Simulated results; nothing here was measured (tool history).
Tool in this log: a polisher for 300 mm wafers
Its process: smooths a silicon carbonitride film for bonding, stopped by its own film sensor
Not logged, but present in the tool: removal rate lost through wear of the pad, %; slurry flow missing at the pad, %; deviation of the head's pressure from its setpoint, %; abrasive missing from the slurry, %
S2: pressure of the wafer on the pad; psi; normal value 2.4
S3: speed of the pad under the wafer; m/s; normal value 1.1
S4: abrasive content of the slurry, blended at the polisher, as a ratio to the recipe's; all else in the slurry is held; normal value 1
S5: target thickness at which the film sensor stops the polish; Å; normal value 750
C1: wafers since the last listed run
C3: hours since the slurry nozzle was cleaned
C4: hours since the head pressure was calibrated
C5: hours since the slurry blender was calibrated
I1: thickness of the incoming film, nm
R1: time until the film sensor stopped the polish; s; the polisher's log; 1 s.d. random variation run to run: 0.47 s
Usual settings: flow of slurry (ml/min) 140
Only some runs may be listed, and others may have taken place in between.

{"run": 1, "hour": 0.0, "flow of slurry (ml/min)": 140, "S2": 2.4, "S3": 1.1, "S4": 1, "S5": 750, "C1": 0, "wafers polished on this pad": 1221, "C3": 117.8, "C4": 466.6, "C5": 204.9, "I1": 89.9, "R1": 54.2}
{"hour": 15.8, "done": "slurry blender recalibrated"}
{"run": 2, "hour": 28.9, "flow of slurry (ml/min)": 140, "S2": 2.4, "S3": 1.1, "S4": 1, "S5": 750, "C1": 301, "wafers polished on this pad": 1523, "C3": 146.7, "C4": 495.5, "C5": 13.1, "I1": 89.4, "R1": 54.6}
{"hour": 42.2, "done": "worn pad replaced by a new one"}
{"run": 3, "hour": 64.4, "flow of slurry (ml/min)": 140, "S2": 2.4, "S3": 1.1, "S4": 1, "S5": 750, "C1": 353, "wafers polished on this pad": 248, "C3": 182.2, "C4": 531, "C5": 48.6, "I1": 92, "R1": 61.8}
{"run": 4, "hour": 86.4, "flow of slurry (ml/min)": 140, "S2": 2.4, "S3": 1.28, "S4": 1, "S5": 750, "C1": 246, "wafers polished on this pad": 494, "C3": 204.2, "C4": 553, "C5": 70.6, "I1": 90, "R1": 47.1}
{"run": 5, "hour": 98.8, "flow of slurry (ml/min)": 140, "S2": 2.4, "S3": 1.1, "S4": 1, "S5": 750, "C1": 138, "wafers polished on this pad": 633, "C3": 216.6, "C4": 565.4, "C5": 83, "I1": 90.3, "R1": 55.1}
{"run": 6, "hour": 126.8, "flow of slurry (ml/min)": 140, "S2": 2.4, "S3": 1.1, "S4": 1, "S5": 750, "C1": 313, "wafers polished on this pad": 947, "C3": 244.6, "C4": 593.4, "C5": 111, "I1": 90.5, "R1": 57.2}
{"run": 7, "hour": 148.3, "flow of slurry (ml/min)": 140, "S2": 2.1, "S3": 1.1, "S4": 1, "S5": 750, "C1": 240, "wafers polished on this pad": 1188, "C3": 266.1, "C4": 614.9, "C5": 132.5, "I1": 91.3, "R1": 67.9}
{"run": 8, "hour": 165.3, "flow of slurry (ml/min)": 140, "S2": 2.4, "S3": 0.96, "S4": 1, "S5": 750, "C1": 190, "wafers polished on this pad": 1379, "C3": 283.1, "C4": 631.9, "C5": 149.5, "I1": 89.6, "R1": 61.6}
{"hour": 190.1, "done": "worn pad replaced by a new one"}
{"run": 9, "hour": 195.2, "flow of slurry (ml/min)": 140, "S2": 2.4, "S3": 0.96, "S4": 1, "S5": 750, "C1": 290, "wafers polished on this pad": 56, "C3": 313, "C4": 661.8, "C5": 179.4, "I1": 89.4, "R1": 56.3}
{"hour": 226.3, "done": "slurry blender recalibrated"}
{"run": 10, "hour": 229.6, "flow of slurry (ml/min)": 140, "S2": 2.4, "S3": 0.96, "S4": 1, "S5": 750, "C1": 363, "wafers polished on this pad": 419, "C3": 347.4, "C4": 696.2, "C5": 3.3, "I1": 90.4, "R1": 60.2}
{"run": 11, "hour": 245.5, "flow of slurry (ml/min)": 140, "S2": 2.4, "S3": 1.1, "S4": 1, "S5": 750, "C1": 178, "wafers polished on this pad": 597, "C3": 363.3, "C4": 712.1, "C5": 19.2, "I1": 90, "R1": 53.4}
{"run": 12, "hour": 281.3, "flow of slurry (ml/min)": 140, "S2": 2.4, "S3": 1.1, "S4": 1, "S5": 750, "C1": 401, "wafers polished on this pad": 999, "C3": 399.1, "C4": 747.9, "C5": 55, "I1": 89.9, "R1": 53.7}
{"run": 13, "hour": 351.3, "flow of slurry (ml/min)": 140, "S2": 2.4, "S3": 1.32, "S4": 1, "S5": 750, "C1": 784, "wafers polished on this pad": 1783, "C3": 469.1, "C4": 817.9, "C5": 125, "I1": 91.4, "R1": 55.7}
{"hour": 356.8, "done": "worn pad replaced by a new one"}
{"hour": 376.5, "done": "head pressure recalibrated"}
{"run": 14, "hour": 377.0, "flow of slurry (ml/min)": 140, "S2": 2.4, "S3": 1.32, "S4": 1, "S5": 750, "C1": 220, "wafers polished on this pad": 203, "C3": 494.8, "C4": 0.5, "C5": 150.7, "I1": 91.3, "R1": 50.5}
{"run": 15, "hour": 412.1, "flow of slurry (ml/min)": 140, "S2": 1.7, "S3": 1.1, "S4": 1.1, "S5": 750, "C1": 393, "wafers polished on this pad": 597, "C3": 529.9, "C4": 35.6, "C5": 185.8, "I1": 90.9, "R1": 69.8}
{"run": 16, "hour": 430.9, "flow of slurry (ml/min)": 140, "S2": 3.1, "S3": 1.46, "S4": 1, "S5": 750, "C1": 210, "wafers polished on this pad": 807, "C3": 548.7, "C4": 54.4, "C5": 204.6, "I1": 90, "R1": 35.5}
{"hour": 439.7, "done": "slurry nozzle cleaned"}
{"hour": 445.8, "done": "slurry blender recalibrated"}
{"run": 17, "hour": 466.1, "flow of slurry (ml/min)": 140, "S2": 3.1, "S3": 0.8, "S4": 1.15, "S5": 700, "C1": 360, "wafers polished on this pad": 1168, "C3": 26.4, "C4": 89.6, "C5": 20.3, "I1": 90.7, "R1": 76.9}
{"run": 18, "hour": 483.5, "flow of slurry (ml/min)": 140, "S2": 2.4, "S3": 1.1, "S4": 1, "S5": 750, "C1": 195, "wafers polished on this pad": 1363, "C3": 43.8, "C4": 107, "C5": 37.7, "I1": 89.8, "R1": 57.3}
{"run": 19, "hour": 513.3, "flow of slurry (ml/min)": 140, "S2": 1.6, "S3": 1.1, "S4": 0.85, "S5": 750, "C1": 333, "wafers polished on this pad": 1697, "C3": 73.6, "C4": 136.8, "C5": 67.5, "I1": 88.8, "R1": 80.8}
{"hour": 522.2, "done": "worn pad replaced by a new one"}
{"run": 20, "hour": 532.4, "flow of slurry (ml/min)": 140, "S2": 2.4, "S3": 0.98, "S4": 1.2, "S5": 750, "C1": 169, "wafers polished on this pad": 114, "C3": 92.7, "C4": 155.9, "C5": 86.6, "I1": 90.7, "R1": 55.1}
{"run": 21, "hour": 556.4, "flow of slurry (ml/min)": 140, "S2": 2.4, "S3": 1.1, "S4": 1, "S5": 750, "C1": 268, "wafers polished on this pad": 383, "C3": 116.7, "C4": 179.9, "C5": 110.6, "I1": 91.4, "R1": 57.9}
{"run": 22, "hour": 577.0, "flow of slurry (ml/min)": 140, "S2": 3.1, "S3": 1.24, "S4": 1.25, "S5": 770, "C1": 230, "wafers polished on this pad": 614, "C3": 137.3, "C4": 200.5, "C5": 131.2, "I1": 89, "R1": 28.6}
{"run": 23, "hour": 605.6, "flow of slurry (ml/min)": 140, "S2": 2.1, "S3": 1.1, "S4": 1, "S5": 750, "C1": 320, "wafers polished on this pad": 934, "C3": 165.9, "C4": 229.1, "C5": 159.8, "I1": 89.5, "R1": 57.9}
{"run": 24, "hour": 637.5, "flow of slurry (ml/min)": 140, "S2": 2.4, "S3": 0.76, "S4": 1, "S5": 750, "C1": 357, "wafers polished on this pad": 1292, "C3": 197.8, "C4": 261, "C5": 191.7, "I1": 91.2, "R1": 82.7}
{"hour": 661.8, "done": "worn pad replaced by a new one"}
{"run": 25, "hour": 667.0, "flow of slurry (ml/min)": 140, "S2": 2.4, "S3": 1.1, "S4": 1, "S5": 750, "C1": 285, "wafers polished on this pad": 57, "C3": 227.3, "C4": 290.5, "C5": 221.2, "I1": 88.5, "R1": 47.6}
{"run": 26, "hour": 689.9, "flow of slurry (ml/min)": 120, "S2": 2.4, "S3": 0.98, "S4": 0.85, "S5": 750, "C1": 256, "wafers polished on this pad": 314, "C3": 250.2, "C4": 313.4, "C5": 244.1, "I1": 90.2, "R1": 64.7}
{"hour": 695.3, "done": "slurry blender recalibrated"}
{"run": 27, "hour": 702.5, "flow of slurry (ml/min)": 140, "S2": 2.4, "S3": 1.1, "S4": 1, "S5": 780, "C1": 118, "wafers polished on this pad": 433, "C3": 262.8, "C4": 326, "C5": 7.2, "I1": 90.5, "R1": 44.7}
{"run": 28, "hour": 738.5, "flow of slurry (ml/min)": 155, "S2": 2.4, "S3": 1.1, "S4": 1, "S5": 730, "C1": 403, "wafers polished on this pad": 836, "C3": 298.8, "C4": 362, "C5": 43.2, "I1": 91.1, "R1": 63.4}

Below, some changes in R1 between adjacent runs. For each, the amount present without the hidden state too (settings, incoming material, random variation) and the amount remaining for the hidden state with gauge scatter not shared by both compared results:
Run 13 -> 14: worn pad replaced by a new one, head pressure recalibrated. R1 -5.2 s: hidden state -6.2, all else +1.
Run 16 -> 17: S3 1.46 -> 0.8, S4 1 -> 1.15, S5 750 -> 700, slurry nozzle cleaned, slurry blender recalibrated. R1 +41.4 s: hidden state +4, all else +37.4.
Run 19 -> 20: S2 1.6 -> 2.4, S3 1.1 -> 0.98, S4 0.85 -> 1.2, worn pad replaced by a new one. R1 -25.7 s: hidden state -10, all else -15.7.
Run 24 -> 25: S3 0.76 -> 1.1, worn pad replaced by a new one. R1 -35.1 s: hidden state -5.2, all else -29.9.

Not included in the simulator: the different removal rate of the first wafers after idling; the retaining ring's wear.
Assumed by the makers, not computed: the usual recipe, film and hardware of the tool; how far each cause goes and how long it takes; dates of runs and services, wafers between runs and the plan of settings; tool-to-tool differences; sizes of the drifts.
